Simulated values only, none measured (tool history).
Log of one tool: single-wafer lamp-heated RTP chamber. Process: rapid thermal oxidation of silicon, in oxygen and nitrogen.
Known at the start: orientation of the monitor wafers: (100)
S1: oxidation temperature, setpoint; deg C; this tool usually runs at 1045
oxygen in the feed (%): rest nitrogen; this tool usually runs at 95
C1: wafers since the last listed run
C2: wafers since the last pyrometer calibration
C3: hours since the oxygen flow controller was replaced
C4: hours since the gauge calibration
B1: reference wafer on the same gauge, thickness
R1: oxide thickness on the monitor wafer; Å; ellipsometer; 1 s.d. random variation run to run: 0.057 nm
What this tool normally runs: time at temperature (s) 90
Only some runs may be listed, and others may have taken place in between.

{"run": 1, "hour": 0.0, "S1": 1045, "time at temperature (s)": 90, "oxygen in the feed (%)": 95, "C1": 0, "C2": 1955, "C3": 1368.5, "C4": 2957, "B1": 11.381, "R1": 101.35}
{"run": 2, "hour": 54.3, "S1": 1045, "time at temperature (s)": 70, "oxygen in the feed (%)": 95, "C1": 430, "C2": 2386, "C3": 1422.8, "C4": 3011.3, "B1": 11.355, "R1": 90.82}
{"run": 3, "hour": 134.7, "S1": 1045, "time at temperature (s)": 70, "oxygen in the feed (%)": 95, "C1": 637, "C2": 3023, "C3": 1503.2, "C4": 3091.7, "B1": 11.388, "R1": 91.49}
{"run": 4, "hour": 230.3, "S1": 1045, "time at temperature (s)": 70, "oxygen in the feed (%)": 95, "C1": 757, "C2": 3781, "C3": 1598.8, "C4": 3187.3, "B1": 11.37, "R1": 90.32}
{"run": 5, "hour": 336.1, "S1": 1045, "time at temperature (s)": 90, "oxygen in the feed (%)": 95, "C1": 838, "C2": 4619, "C3": 1704.6, "C4": 3293.1, "B1": 11.368, "R1": 103.68}
{"run": 6, "hour": 437.3, "S1": 1033, "time at temperature (s)": 90, "oxygen in the feed (%)": 95, "C1": 802, "C2": 5422, "C3": 1805.8, "C4": 3394.3, "B1": 11.374, "R1": 96.61}
{"run": 7, "hour": 488.0, "S1": 1033, "time at temperature (s)": 90, "oxygen in the feed (%)": 95, "C1": 401, "C2": 5824, "C3": 1856.5, "C4": 3445, "B1": 11.359, "R1": 95.47}
{"run": 8, "hour": 538.2, "S1": 1033, "time at temperature (s)": 90, "oxygen in the feed (%)": 95, "C1": 397, "C2": 6221, "C3": 1906.7, "C4": 3495.2, "B1": 11.373, "R1": 95.98}
{"hour": 549.7, "done": "gauge calibrated"}
{"hour": 552.5, "done": "pyrometer window cleaned and pyrometer calibrated"}
{"run": 9, "hour": 584.4, "S1": 1045, "time at temperature (s)": 61, "oxygen in the feed (%)": 95, "C1": 302, "C2": 253, "C3": 1952.9, "C4": 34.7, "B1": 11.372, "R1": 84.12}
{"run": 10, "hour": 638.3, "S1": 1045, "time at temperature (s)": 61, "oxygen in the feed (%)": 95, "C1": 427, "C2": 680, "C3": 2006.8, "C4": 88.6, "B1": 11.376, "R1": 84.34}
{"run": 11, "hour": 719.8, "S1": 1045, "time at temperature (s)": 61, "oxygen in the feed (%)": 95, "C1": 646, "C2": 1326, "C3": 2088.3, "C4": 170.1, "B1": 11.367, "R1": 84.58}
{"run": 12, "hour": 778.2, "S1": 1045, "time at temperature (s)": 90, "oxygen in the feed (%)": 95, "C1": 462, "C2": 1789, "C3": 2146.7, "C4": 228.5, "B1": 11.371, "R1": 102.24}
{"run": 13, "hour": 832.7, "S1": 1045, "time at temperature (s)": 90, "oxygen in the feed (%)": 95, "C1": 431, "C2": 2221, "C3": 2201.2, "C4": 283, "B1": 11.365, "R1": 102.45}
{"run": 14, "hour": 910.1, "S1": 1055, "time at temperature (s)": 90, "oxygen in the feed (%)": 95, "C1": 613, "C2": 2834, "C3": 2278.6, "C4": 360.4, "B1": 11.365, "R1": 110.13}
{"run": 15, "hour": 962.4, "S1": 1045, "time at temperature (s)": 90, "oxygen in the feed (%)": 95, "C1": 414, "C2": 3249, "C3": 2330.9, "C4": 412.7, "B1": 11.361, "R1": 102.19}
{"run": 16, "hour": 1128.0, "S1": 1059, "time at temperature (s)": 130, "oxygen in the feed (%)": 71, "C1": 1312, "C2": 4561, "C3": 2496.5, "C4": 578.3, "B1": 11.381, "R1": 121.09}
{"hour": 1198.9, "done": "oxygen flow controller replaced"}
{"run": 17, "hour": 1203.1, "S1": 1045, "time at temperature (s)": 68, "oxygen in the feed (%)": 98, "C1": 531, "C2": 5093, "C3": 4.2, "C4": 653.4, "B1": 11.367, "R1": 92.41}
{"hour": 1266.1, "done": "pyrometer window cleaned and pyrometer calibrated"}
{"run": 18, "hour": 1296.2, "S1": 1045, "time at temperature (s)": 68, "oxygen in the feed (%)": 98, "C1": 674, "C2": 238, "C3": 97.3, "C4": 746.5, "B1": 11.363, "R1": 89.18}
{"run": 19, "hour": 1399.6, "S1": 1021, "time at temperature (s)": 64, "oxygen in the feed (%)": 80, "C1": 819, "C2": 1058, "C3": 200.7, "C4": 849.9, "B1": 11.365, "R1": 68.11}
{"run": 20, "hour": 1494.3, "S1": 1015, "time at temperature (s)": 67, "oxygen in the feed (%)": 95, "C1": 750, "C2": 1808, "C3": 295.4, "C4": 944.6, "B1": 11.351, "R1": 71.72}
{"run": 21, "hour": 1602.2, "S1": 1045, "time at temperature (s)": 90, "oxygen in the feed (%)": 95, "C1": 855, "C2": 2664, "C3": 403.3, "C4": 1052.5, "B1": 11.359, "R1": 101.44}
{"run": 22, "hour": 1670.4, "S1": 1060, "time at temperature (s)": 132, "oxygen in the feed (%)": 95, "C1": 540, "C2": 3204, "C3": 471.5, "C4": 1120.7, "B1": 11.381, "R1": 135.4}
{"run": 23, "hour": 1833.8, "S1": 1037, "time at temperature (s)": 90, "oxygen in the feed (%)": 95, "C1": 1295, "C2": 4499, "C3": 634.9, "C4": 1284.1, "B1": 11.349, "R1": 97.68}
{"run": 24, "hour": 1916.9, "S1": 1021, "time at temperature (s)": 45, "oxygen in the feed (%)": 98, "C1": 658, "C2": 5158, "C3": 718, "C4": 1367.2, "B1": 11.358, "R1": 65.23}
{"run": 25, "hour": 1985.5, "S1": 1045, "time at temperature (s)": 90, "oxygen in the feed (%)": 95, "C1": 543, "C2": 5702, "C3": 786.6, "C4": 1435.8, "B1": 11.368, "R1": 103.73}
{"hour": 2026.5, "done": "pyrometer window cleaned and pyrometer calibrated"}
{"run": 26, "hour": 2036.4, "S1": 1045, "time at temperature (s)": 90, "oxygen in the feed (%)": 95, "C1": 340, "C2": 78, "C3": 837.5, "C4": 1486.7, "B1": 11.368, "R1": 99.91}
{"run": 27, "hour": 2144.2, "S1": 1045, "time at temperature (s)": 58, "oxygen in the feed (%)": 95, "C1": 854, "C2": 932, "C3": 945.3, "C4": 1594.5, "B1": 11.35, "R1": 81.53}
{"run": 28, "hour": 2197.3, "S1": 1024, "time at temperature (s)": 46, "oxygen in the feed (%)": 66, "C1": 420, "C2": 1353, "C3": 998.4, "C4": 1647.6, "B1": 11.377, "R1": 56.15}
{"run": 29, "hour": 2251.1, "S1": 1030, "time at temperature (s)": 104, "oxygen in the feed (%)": 80, "C1": 426, "C2": 1780, "C3": 1052.2, "C4": 1701.4, "B1": 11.364, "R1": 91.27}
{"run": 30, "hour": 2314.7, "S1": 1045, "time at temperature (s)": 90, "oxygen in the feed (%)": 95, "C1": 504, "C2": 2284, "C3": 1115.8, "C4": 1765, "B1": 11.37, "R1": 100.77}
{"run": 31, "hour": 2366.0, "S1": 1072, "time at temperature (s)": 120, "oxygen in the feed (%)": 95, "C1": 406, "C2": 2690, "C3": 1167.1, "C4": 1816.3, "B1": 11.377, "R1": 139.52}
{"run": 32, "hour": 2428.7, "S1": 1021, "time at temperature (s)": 90, "oxygen in the feed (%)": 95, "C1": 496, "C2": 3187, "C3": 1229.8, "C4": 1879, "B1": 11.366, "R1": 86.85}
{"run": 33, "hour": 2528.0, "S1": 1045, "time at temperature (s)": 90, "oxygen in the feed (%)": 95, "C1": 787, "C2": 3974, "C3": 1329.1, "C4": 1978.3, "B1": 11.371, "R1": 102.57}
{"run": 34, "hour": 2632.6, "S1": 1026, "time at temperature (s)": 53, "oxygen in the feed (%)": 98, "C1": 829, "C2": 4804, "C3": 1433.7, "C4": 2082.9, "B1": 11.384, "R1": 71.14}
{"hour": 2643.4, "done": "pyrometer window cleaned and pyrometer calibrated"}
{"run": 35, "hour": 2714.8, "S1": 1045, "time at temperature (s)": 90, "oxygen in the feed (%)": 95, "C1": 588, "C2": 565, "C3": 1515.9, "C4": 2165.1, "B1": 11.363, "R1": 100.22}
{"run": 36, "hour": 2761.6, "S1": 1045, "time at temperature (s)": 90, "oxygen in the feed (%)": 65, "C1": 370, "C2": 936, "C3": 1562.7, "C4": 2211.9, "B1": 11.372, "R1": 87.4}
{"run": 37, "hour": 2824.2, "S1": 1032, "time at temperature (s)": 65, "oxygen in the feed (%)": 98, "C1": 496, "C2": 1432, "C3": 1625.3, "C4": 2274.5, "B1": 11.364, "R1": 80.22}

Here are 4 independent what-if runs from the current tool condition. What would each one return?
{"run": "A", "hour": 2824.7, "S1": 1045, "time at temperature (s)": 90, "oxygen in the feed (%)": 98, "C1": 3, "C2": 1436, "C3": 1625.8, "C4": 2275, "B1": "?", "R1": "?"}
{"run": "B", "hour": 2824.7, "S1": 1022, "time at temperature (s)": 135, "oxygen in the feed (%)": 69, "C1": 3, "C2": 1436, "C3": 1625.8, "C4": 2275, "B1": "?", "R1": "?"}
{"run": "C", "hour": 2824.7, "S1": 1067, "time at temperature (s)": 90, "oxygen in the feed (%)": 95, "C1": 3, "C2": 1436, "C3": 1625.8, "C4": 2275, "B1": "?", "R1": "?"}
{"run": "D", "hour": 2824.7, "S1": 1045, "time at temperature (s)": 119, "oxygen in the feed (%)": 95, "C1": 3, "C2": 1436, "C3": 1625.8, "C4": 2275, "B1": "?", "R1": "?"}

run=A B1=11.369 R1=102.06
run=B B1=11.369 R1=92.05
run=C B1=11.369 R1=117.24
run=D B1=11.369 R1=114.78
Take away the tool's hidden state, keep each run's random variation, and the runs would have read:
run=A R1=101.02
run=B R1=91.08
run=C R1=116.09
run=D R1=113.61

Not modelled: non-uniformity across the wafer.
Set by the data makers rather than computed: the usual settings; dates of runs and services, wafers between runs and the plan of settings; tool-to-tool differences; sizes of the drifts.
